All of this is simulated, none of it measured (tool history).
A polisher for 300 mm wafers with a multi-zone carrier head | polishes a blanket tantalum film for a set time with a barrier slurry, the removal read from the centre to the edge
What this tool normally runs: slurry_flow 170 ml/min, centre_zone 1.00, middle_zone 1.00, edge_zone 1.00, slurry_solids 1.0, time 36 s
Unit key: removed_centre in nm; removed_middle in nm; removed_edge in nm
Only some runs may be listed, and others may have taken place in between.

| run | hour | slurry_flow | centre_zone | middle_zone | edge_zone | slurry_solids | time | incoming thickness of the incoming film, nm | removed_centre | removed_middle | removed_edge |
|---|---|---|---|---|---|---|---|---|---|---|---|
| 1 | 0.0 | 170 | 1.00 | 1.00 | 1.00 | 1.0 | 36 | 236.9 | 67.3 | 68.3 | 70.6 |
|  | 6.4 | worn pad replaced by a new one |
| 2 | 24.3 | 170 | 0.94 | 1.00 | 1.00 | 1.0 | 36 | 238.0 | 67.9 | 72.9 | 75.4 |
| 3 | 39.8 | 170 | 0.94 | 1.00 | 1.00 | 1.0 | 36 | 242.4 | 67.7 | 72.9 | 76.3 |
| 4 | 48.5 | 170 | 0.94 | 1.00 | 1.00 | 1.0 | 36 | 238.8 | 66.3 | 71.9 | 73.0 |
| 5 | 63.9 | 130 | 1.00 | 1.00 | 1.00 | 1.0 | 36 | 240.5 | 63.8 | 66.2 | 69.0 |
| 6 | 73.7 | 130 | 1.00 | 1.00 | 1.00 | 1.0 | 36 | 241.8 | 63.0 | 65.8 | 67.8 |
|  | 82.9 | edge zone pressure recalibrated |
|  | 85.7 | worn pad replaced by a new one |
| 7 | 86.2 | 130 | 1.00 | 1.00 | 1.00 | 1.0 | 36 | 241.5 | 66.7 | 69.4 | 73.4 |
| 8 | 92.2 | 170 | 1.00 | 1.00 | 1.00 | 1.0 | 36 | 242.3 | 73.2 | 74.8 | 75.4 |
| 9 | 109.1 | 170 | 1.00 | 1.00 | 1.00 | 0.8 | 36 | 235.8 | 69.1 | 70.6 | 72.6 |
|  | 115.4 | centre zone pressure recalibrated |
|  | 137.4 | slurry nozzle cleaned |
| 10 | 153.9 | 170 | 1.00 | 1.10 | 1.00 | 1.1 | 36 | 240.5 | 77.2 | 86.6 | 79.5 |
|  | 164.6 | worn pad replaced by a new one |
| 11 | 165.1 | 170 | 1.09 | 1.00 | 1.08 | 1.0 | 36 | 238.0 | 86.3 | 79.7 | 83.7 |
|  | 176.0 | carrier head's membrane replaced by a new one |
| 12 | 177.9 | 170 | 1.00 | 1.00 | 1.00 | 1.0 | 36 | 237.1 | 79.0 | 79.7 | 79.7 |
| 13 | 193.9 | 130 | 1.00 | 1.09 | 1.00 | 1.0 | 40 | 244.7 | 82.0 | 90.1 | 85.0 |
| 14 | 202.0 | 170 | 0.90 | 1.00 | 1.00 | 1.0 | 36 | 241.8 | 70.7 | 78.1 | 76.8 |
| 15 | 218.1 | 170 | 1.06 | 1.00 | 1.00 | 1.0 | 47 | 237.7 | 103.4 | 97.9 | 99.8 |
| 16 | 226.9 | 170 | 1.00 | 1.00 | 1.00 | 0.8 | 36 | 240.4 | 71.0 | 69.8 | 71.5 |
|  | 231.8 | worn pad replaced by a new one |
| 17 | 236.2 | 170 | 1.06 | 1.00 | 1.00 | 0.8 | 36 | 239.9 | 76.1 | 75.2 | 75.2 |

4 options for the next run, each taken on its own from the tool as it stands now. Forecast them:
| A | 236.6 | 195 | 1.00 | 1.00 | 1.00 | 1.0 | 36 | 238.0 | ? | ? | ? |
| B | 236.6 | 115 | 1.00 | 1.00 | 0.89 | 1.0 | 36 | 238.0 | ? | ? | ? |
| C | 236.6 | 125 | 1.00 | 1.00 | 1.03 | 1.0 | 36 | 238.0 | ? | ? | ? |
| D | 236.6 | 115 | 1.00 | 1.00 | 1.00 | 1.0 | 36 | 238.0 | ? | ? | ? |

| run | removed_centre | removed_middle | removed_edge |
|---|---|---|---|
| A | 80.7 | 81.5 | 78.8 |
| B | 71.1 | 72.9 | 69.1 |
| C | 72.8 | 74.5 | 75.0 |
| D | 71.1 | 72.9 | 72.9 |
The same runs, with their run-to-run variation unchanged, on a tool lacking any hidden condition would have given:
| run | removed_centre | removed_middle | removed_edge |
|---|---|---|---|
| A | 84.7 | 85.2 | 81.6 |
| B | 76.4 | 77.8 | 72.4 |
| C | 77.9 | 79.1 | 78.5 |
| D | 76.4 | 77.8 | 76.4 |
